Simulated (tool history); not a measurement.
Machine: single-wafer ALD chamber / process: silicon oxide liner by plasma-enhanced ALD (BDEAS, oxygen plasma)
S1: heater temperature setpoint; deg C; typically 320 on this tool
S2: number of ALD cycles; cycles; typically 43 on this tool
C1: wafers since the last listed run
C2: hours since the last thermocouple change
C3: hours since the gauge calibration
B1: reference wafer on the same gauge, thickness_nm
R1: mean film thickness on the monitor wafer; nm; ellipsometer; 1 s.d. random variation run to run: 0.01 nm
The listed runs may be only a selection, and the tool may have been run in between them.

{"run": 1, "hour": 0.0, "S1": 328, "S2": 43, "C1": 0, "C2": 1086.4, "C3": 75.3, "B1": 3.36, "R1": 4.112}
{"run": 2, "hour": 10.6, "S1": 328, "S2": 43, "C1": 52, "C2": 1097.0, "C3": 85.9, "B1": 3.358, "R1": 4.1}
{"run": 3, "hour": 23.6, "S1": 320, "S2": 43, "C1": 64, "C2": 1110.0, "C3": 98.9, "B1": 3.359, "R1": 4.163}
{"run": 4, "hour": 37.5, "S1": 320, "S2": 43, "C1": 68, "C2": 1123.9, "C3": 112.8, "B1": 3.36, "R1": 4.162}
{"run": 5, "hour": 49.7, "S1": 320, "S2": 43, "C1": 60, "C2": 1136.1, "C3": 125.0, "B1": 3.359, "R1": 4.179}
{"run": 6, "hour": 67.2, "S1": 320, "S2": 43, "C1": 86, "C2": 1153.6, "C3": 142.5, "B1": 3.361, "R1": 4.158}
{"run": 7, "hour": 77.0, "S1": 320, "S2": 43, "C1": 48, "C2": 1163.4, "C3": 152.3, "B1": 3.36, "R1": 4.171}
{"hour": 92.5, "done": "thermocouple changed; heater temperature recalibrated"}
{"run": 8, "hour": 93.0, "S1": 320, "S2": 43, "C1": 39, "C2": 0.5, "C3": 168.3, "B1": 3.361, "R1": 4.161}
{"run": 9, "hour": 97.3, "S1": 320, "S2": 43, "C1": 21, "C2": 4.8, "C3": 172.6, "B1": 3.359, "R1": 4.168}
{"run": 10, "hour": 108.6, "S1": 320, "S2": 43, "C1": 56, "C2": 16.1, "C3": 183.9, "B1": 3.36, "R1": 4.176}
{"run": 11, "hour": 120.2, "S1": 310, "S2": 39, "C1": 57, "C2": 27.7, "C3": 195.5, "B1": 3.361, "R1": 3.824}
{"run": 12, "hour": 135.8, "S1": 311, "S2": 49, "C1": 77, "C2": 43.3, "C3": 211.1, "B1": 3.36, "R1": 4.811}
{"run": 13, "hour": 141.9, "S1": 320, "S2": 51, "C1": 30, "C2": 49.4, "C3": 217.2, "B1": 3.359, "R1": 4.919}
{"hour": 145.0, "done": "gauge calibrated"}
{"run": 14, "hour": 155.5, "S1": 312, "S2": 46, "C1": 67, "C2": 63.0, "C3": 10.5, "B1": 3.36, "R1": 4.488}
{"run": 15, "hour": 168.7, "S1": 328, "S2": 43, "C1": 65, "C2": 76.2, "C3": 23.7, "B1": 3.361, "R1": 4.13}
{"run": 16, "hour": 182.2, "S1": 328, "S2": 47, "C1": 66, "C2": 89.7, "C3": 37.2, "B1": 3.359, "R1": 4.526}
{"run": 17, "hour": 190.9, "S1": 320, "S2": 43, "C1": 43, "C2": 98.4, "C3": 45.9, "B1": 3.361, "R1": 4.155}
{"run": 18, "hour": 202.9, "S1": 327, "S2": 48, "C1": 59, "C2": 110.4, "C3": 57.9, "B1": 3.359, "R1": 4.605}

Entry by entry between the runs, the difference in hidden state between the last listed run before and the first listed run after:
In the gap between runs 7 and 8: thermocouple changed; heater temperature recalibrated (hour 92.5)
  nothing in the hidden state changes from one run to the other
In the gap between runs 13 and 14: gauge calibrated (hour 145.0)
  nothing in the hidden state changes from one run to the other

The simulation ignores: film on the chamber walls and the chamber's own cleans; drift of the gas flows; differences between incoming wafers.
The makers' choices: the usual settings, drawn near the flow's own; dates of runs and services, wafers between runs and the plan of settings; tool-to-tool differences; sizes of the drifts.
